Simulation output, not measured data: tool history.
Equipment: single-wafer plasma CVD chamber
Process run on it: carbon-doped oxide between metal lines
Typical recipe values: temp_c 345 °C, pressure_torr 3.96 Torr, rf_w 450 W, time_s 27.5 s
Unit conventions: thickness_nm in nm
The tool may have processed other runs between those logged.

run   hour  temp_c  pressure_torr  rf_w  time_s  read-back reference wafer on the same gauge, thickness_nm  thickness_nm
  1      0     345           3.24   400    27.5                                                    163.033       124.336
      25.5  -- thermocouple changed; heater temperature recalibrated
  2   28.3     345           3.24   400    27.5                                                    163.045       124.483
  3   57.5     345           3.24   400    27.5                                                    162.955       124.463
  4   76.1     345           3.76   450    27.5                                                    163.175       136.879
  5   95.9     345           3.76   450    27.5                                                    163.005       137.345
  6  129.2     345           3.96   490    27.5                                                    163.099       145.027
  7  161.7     345           3.96   490    27.5                                                    162.937       144.639
     184.5  -- gauge calibrated
  8  187.1     345           3.44   505    27.5                                                    163.001       145.351
  9  206.1     349           3.54   535    30.2                                                    163.037       161.901
 10  222.6     345           3.96   370      24                                                     163.03       105.187
 11    236     349           3.38   495    31.8                                                    163.063       162.386
 12  268.3     345           3.38   495    24.7                                                    163.011       128.353
     288.7  -- showerhead replaced
 13  289.2     345           3.96   450    27.5                                                    163.082       136.903
 14    306     345           3.24   400    27.5                                                    163.103       124.629
 15    330     345           3.24   400    27.5                                                    163.103       123.728
 16  351.2     345           4.47   410    32.8                                                    162.989       156.556
     361.9  -- capacitance manometer re-zeroed and calibrated
 17  382.1     356           3.96   450    29.1                                                    163.012       140.171

Forecast run 18:
     393.4  -- RF generator calibrated
 18  403.5     339           4.93   450    25.3                                                          ?             ?

read-back reference wafer on the same gauge, thickness_nm: 163.114
thickness_nm: 140.804 nm
Were there no unlogged condition in the tool, this run, its random variation unchanged, would have produced thickness_nm 141.008 nm.

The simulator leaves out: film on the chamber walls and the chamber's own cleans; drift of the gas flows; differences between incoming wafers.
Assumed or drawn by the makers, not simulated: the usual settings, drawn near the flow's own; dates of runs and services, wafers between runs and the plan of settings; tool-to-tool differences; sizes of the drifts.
